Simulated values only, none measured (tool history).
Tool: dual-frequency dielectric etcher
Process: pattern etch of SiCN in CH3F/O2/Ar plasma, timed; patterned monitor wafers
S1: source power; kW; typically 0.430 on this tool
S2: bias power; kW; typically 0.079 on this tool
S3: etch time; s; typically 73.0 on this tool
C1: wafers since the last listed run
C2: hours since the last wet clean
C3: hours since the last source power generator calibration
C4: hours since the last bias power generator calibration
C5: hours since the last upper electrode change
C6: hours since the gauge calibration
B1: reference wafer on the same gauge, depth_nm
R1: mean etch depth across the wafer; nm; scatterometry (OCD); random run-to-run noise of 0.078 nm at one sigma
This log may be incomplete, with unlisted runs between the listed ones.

| run | day | S1 | S2 | S3 | C1 | C2 | C3 | C4 | C5 | C6 | B1 | R1 |
|---|---|---|---|---|---|---|---|---|---|---|---|---|
| 1 | 0.000 | 0.430 | 0.079 | 73.0 | 0 | 68.0 | 2253.2 | 1660.8 | 2118.2 | 372.6 | 30.19 | 28.32 |
| 2 | 0.746 | 0.430 | 0.079 | 73.0 | 224 | 85.9 | 2271.1 | 1678.7 | 2136.1 | 390.5 | 30.20 | 28.30 |
| 3 | 1.571 | 0.430 | 0.079 | 73.0 | 247 | 105.7 | 2290.9 | 1698.5 | 2155.9 | 410.3 | 30.18 | 28.30 |
| 4 | 2.667 | 0.480 | 0.086 | 73.0 | 329 | 132.0 | 2317.2 | 1724.8 | 2182.2 | 436.6 | 30.19 | 30.86 |
| 5 | 3.812 | 0.480 | 0.086 | 73.0 | 344 | 159.5 | 2344.7 | 1752.3 | 2209.7 | 464.1 | 30.20 | 30.98 |
| 6 | 4.358 | 0.480 | 0.086 | 73.0 | 163 | 172.6 | 2357.8 | 1765.4 | 2222.8 | 477.2 | 30.20 | 31.09 |
| 7 | 5.683 | 0.370 | 0.079 | 73.0 | 398 | 204.4 | 2389.6 | 1797.2 | 2254.6 | 509.0 | 30.21 | 26.00 |
| 8 | 6.362 | 0.430 | 0.079 | 73.0 | 204 | 220.7 | 2405.9 | 1813.5 | 2270.9 | 525.3 | 30.19 | 28.49 |
| 9 | 7.750 | 0.430 | 0.079 | 73.0 | 416 | 254.0 | 2439.2 | 1846.8 | 2304.2 | 558.6 | 30.20 | 28.63 |
| 10 | 9.038 | 0.430 | 0.079 | 73.0 | 386 | 284.9 | 2470.1 | 1877.7 | 2335.1 | 589.5 | 30.21 | 28.65 |
|  | 10.129 | upper electrode replaced |
|  | 12.812 | wet clean of the chamber |
| 11 | 12.833 | 0.430 | 0.079 | 73.0 | 539 | 0.5 | 2561.2 | 1968.8 | 64.9 | 680.6 | 30.19 | 27.96 |
| 12 | 12.846 | 0.430 | 0.079 | 73.0 | 3 | 0.8 | 2561.5 | 1969.1 | 65.2 | 680.9 | 30.21 | 28.12 |
| 13 | 13.396 | 0.430 | 0.079 | 73.0 | 165 | 14.0 | 2574.7 | 1982.3 | 78.4 | 694.1 | 30.20 | 28.18 |
| 14 | 14.192 | 0.340 | 0.068 | 67.0 | 239 | 33.1 | 2593.8 | 2001.4 | 97.5 | 713.2 | 30.19 | 21.36 |
| 15 | 14.771 | 0.500 | 0.079 | 80.0 | 174 | 47.0 | 2607.7 | 2015.3 | 111.4 | 727.1 | 30.17 | 33.56 |
| 16 | 15.729 | 0.430 | 0.085 | 73.0 | 287 | 70.0 | 2630.7 | 2038.3 | 134.4 | 750.1 | 30.19 | 28.86 |
|  | 16.429 | source power generator calibrated |
| 17 | 16.450 | 0.430 | 0.090 | 73.0 | 166 | 87.3 | 0.5 | 2055.6 | 151.7 | 767.4 | 30.20 | 29.24 |
|  | 17.071 | gauge calibrated |
|  | 17.158 | bias power generator calibrated |
| 18 | 17.425 | 0.330 | 0.067 | 58.5 | 242 | 110.7 | 23.9 | 6.4 | 175.1 | 8.5 | 30.18 | 18.20 |
| 19 | 18.517 | 0.430 | 0.079 | 73.0 | 327 | 136.9 | 50.1 | 32.6 | 201.3 | 34.7 | 30.22 | 28.49 |
| 20 | 19.454 | 0.430 | 0.079 | 73.0 | 281 | 159.4 | 72.6 | 55.1 | 223.8 | 57.2 | 30.20 | 28.53 |
| 21 | 20.550 | 0.430 | 0.079 | 57.5 | 329 | 185.7 | 98.9 | 81.4 | 250.1 | 83.5 | 30.18 | 22.42 |
| 22 | 21.312 | 0.390 | 0.072 | 73.0 | 229 | 204.0 | 117.2 | 99.7 | 268.4 | 101.8 | 30.22 | 26.16 |
| 23 | 22.708 | 0.430 | 0.079 | 73.0 | 419 | 237.5 | 150.7 | 133.2 | 301.9 | 135.3 | 30.19 | 28.61 |
| 24 | 23.875 | 0.430 | 0.079 | 63.5 | 350 | 265.5 | 178.7 | 161.2 | 329.9 | 163.3 | 30.21 | 24.82 |
|  | 28.133 | wet clean of the chamber |
| 25 | 28.154 | 0.430 | 0.069 | 73.0 | 985 | 0.5 | 281.4 | 263.9 | 432.6 | 266.0 | 30.19 | 27.14 |
| 26 | 28.238 | 0.430 | 0.079 | 87.5 | 25 | 2.5 | 283.4 | 265.9 | 434.6 | 268.0 | 30.22 | 33.54 |
| 27 | 29.250 | 0.430 | 0.072 | 73.0 | 304 | 26.8 | 307.7 | 290.2 | 458.9 | 292.3 | 30.19 | 27.38 |

Branching from run 27: 4 alternative next runs. What would each branch give?
| A | 29.267 | 0.430 | 0.079 | 73.0 | 5 | 27.2 | 308.1 | 290.6 | 459.3 | 292.7 | ? | ? |
| B | 29.267 | 0.470 | 0.095 | 58.0 | 5 | 27.2 | 308.1 | 290.6 | 459.3 | 292.7 | ? | ? |
| C | 29.267 | 0.510 | 0.062 | 95.0 | 5 | 27.2 | 308.1 | 290.6 | 459.3 | 292.7 | ? | ? |
| D | 29.267 | 0.430 | 0.088 | 73.0 | 5 | 27.2 | 308.1 | 290.6 | 459.3 | 292.7 | ? | ? |

| run | B1 | R1 |
|---|---|---|
| A | 30.21 | 28.06 |
| B | 30.21 | 24.66 |
| C | 30.21 | 38.01 |
| D | 30.21 | 28.87 |
Stripped of hidden state, with their random variation kept, the same runs would have yielded:
| run | R1 |
|---|---|
| A | 28.08 |
| B | 24.68 |
| C | 38.03 |
| D | 28.89 |

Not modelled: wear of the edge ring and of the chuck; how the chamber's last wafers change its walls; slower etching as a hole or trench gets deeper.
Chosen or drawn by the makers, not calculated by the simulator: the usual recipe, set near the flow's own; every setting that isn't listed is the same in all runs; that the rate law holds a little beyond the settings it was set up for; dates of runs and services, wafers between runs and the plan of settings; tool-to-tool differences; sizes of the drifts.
